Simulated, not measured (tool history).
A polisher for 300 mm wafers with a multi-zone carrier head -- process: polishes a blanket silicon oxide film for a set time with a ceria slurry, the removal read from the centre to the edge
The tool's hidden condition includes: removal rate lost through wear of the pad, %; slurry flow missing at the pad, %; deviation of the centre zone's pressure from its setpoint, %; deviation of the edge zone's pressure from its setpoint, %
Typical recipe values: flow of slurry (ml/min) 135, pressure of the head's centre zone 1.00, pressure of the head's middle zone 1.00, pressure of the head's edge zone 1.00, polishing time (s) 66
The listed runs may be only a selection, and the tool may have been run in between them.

run,hour,flow of slurry (ml/min),pressure of the head's centre zone,pressure of the head's middle zone,pressure of the head's edge zone,polishing time (s),wafers since the last listed run,wafers polished on this pad,hours since the slurry nozzle was cleaned,hours since the centre zone pressure was calibrated,hours since the edge zone pressure was calibrated,hours since the carrier head's membrane was replaced,"incoming thickness of the incoming film, nm",film removed at the wafer's centre (Å),film removed at mid-radius (Å),film removed at the wafer's edge (Å)
1,0.0,135,1.00,1.00,1.00,66,0,174,421.9,554.9,329.5,722.1,978.1,3165,2821,2704
2,10.4,135,1.00,1.00,1.00,66,94,269,432.3,565.3,339.9,732.5,978.1,3136,2785,2681
3,22.8,135,1.00,1.00,1.00,82,113,382,444.7,577.7,352.3,744.9,975.1,3898,3455,3305
4,32.8,135,1.00,1.00,1.00,82,91,473,454.7,587.7,362.3,754.9,978.7,3902,3504,3294
5,44.1,135,1.00,1.04,0.91,66,103,577,466.0,599.0,373.6,766.2,960.2,3188,2889,2582
6,54.4,135,1.00,1.00,1.00,66,94,671,476.3,609.3,383.9,776.5,970.4,3093,2780,2670
7,65.1,135,1.00,1.00,1.00,66,97,768,487.0,620.0,394.6,787.2,977.9,3109,2819,2650
# hour 81.6: carrier head's membrane replaced by a new one
# hour 83.4: centre zone pressure recalibrated
8,83.9,135,1.00,1.00,1.00,66,109,877,505.8,0.5,413.4,2.3,977.5,2751,2786,2637
9,93.2,135,1.00,1.00,1.00,66,84,962,515.1,9.8,422.7,11.6,990.4,2754,2741,2625
10,101.5,175,1.04,1.00,1.00,66,75,1038,523.4,18.1,431.0,19.9,972.8,2973,2823,2711
11,118.7,100,1.09,1.00,1.00,66,157,1195,540.6,35.3,448.2,37.1,995.0,2821,2603,2546
# hour 141.5: worn pad replaced by a new one
12,142.7,175,1.00,1.06,1.10,73,182,11,564.6,59.3,472.2,61.1,1001.9,3401,3450,3211
# hour 150.4: edge zone pressure recalibrated
13,155.7,135,1.00,1.00,1.00,66,100,111,577.6,72.3,5.3,74.1,962.2,2928,2763,2724
# hour 168.2: slurry nozzle cleaned
14,173.3,135,1.00,1.10,1.06,66,151,263,5.1,89.9,22.9,91.7,981.4,2918,3117,2768
15,184.1,135,1.00,1.00,1.00,66,98,361,15.9,100.7,33.7,102.5,981.5,2915,2816,2715
16,202.0,135,1.00,1.00,1.00,66,163,525,33.8,118.6,51.6,120.4,983.5,2921,2800,2734
17,208.7,155,1.00,1.00,1.00,52,61,586,40.5,125.3,58.3,127.1,991.8,2376,2237,2141
18,245.8,135,1.00,1.00,1.00,66,338,925,77.6,162.4,95.4,164.2,985.2,2931,2775,2672

Consider 5 possible next runs. They are alternatives, not a sequence: every one starts from the tool as it was left by run 18. What does each give?
A,246.2,135,0.95,1.00,1.00,66,3,928,78.0,162.8,95.8,164.6,992.3,?,?,?
B,246.2,95,1.07,0.95,1.00,66,3,928,78.0,162.8,95.8,164.6,992.3,?,?,?
C,246.2,135,1.04,0.92,1.12,66,3,928,78.0,162.8,95.8,164.6,992.3,?,?,?
D,246.2,120,1.00,1.06,1.09,66,3,928,78.0,162.8,95.8,164.6,992.3,?,?,?
E,246.2,135,0.97,1.00,1.08,60,3,928,78.0,162.8,95.8,164.6,992.3,?,?,?

run,film removed at the wafer's centre (Å),film removed at mid-radius (Å),film removed at the wafer's edge (Å)
A,2793,2768,2672
B,2889,2504,2570
C,3009,2580,2830
D,2856,2855,2750
E,2583,2516,2523
Without the tool's unlogged condition, the same runs would have read:
run,film removed at the wafer's centre (Å),film removed at mid-radius (Å),film removed at the wafer's edge (Å)
A,2722,2832,2733
B,2817,2561,2629
C,2934,2639,2894
D,2784,2920,2813
E,2518,2574,2580
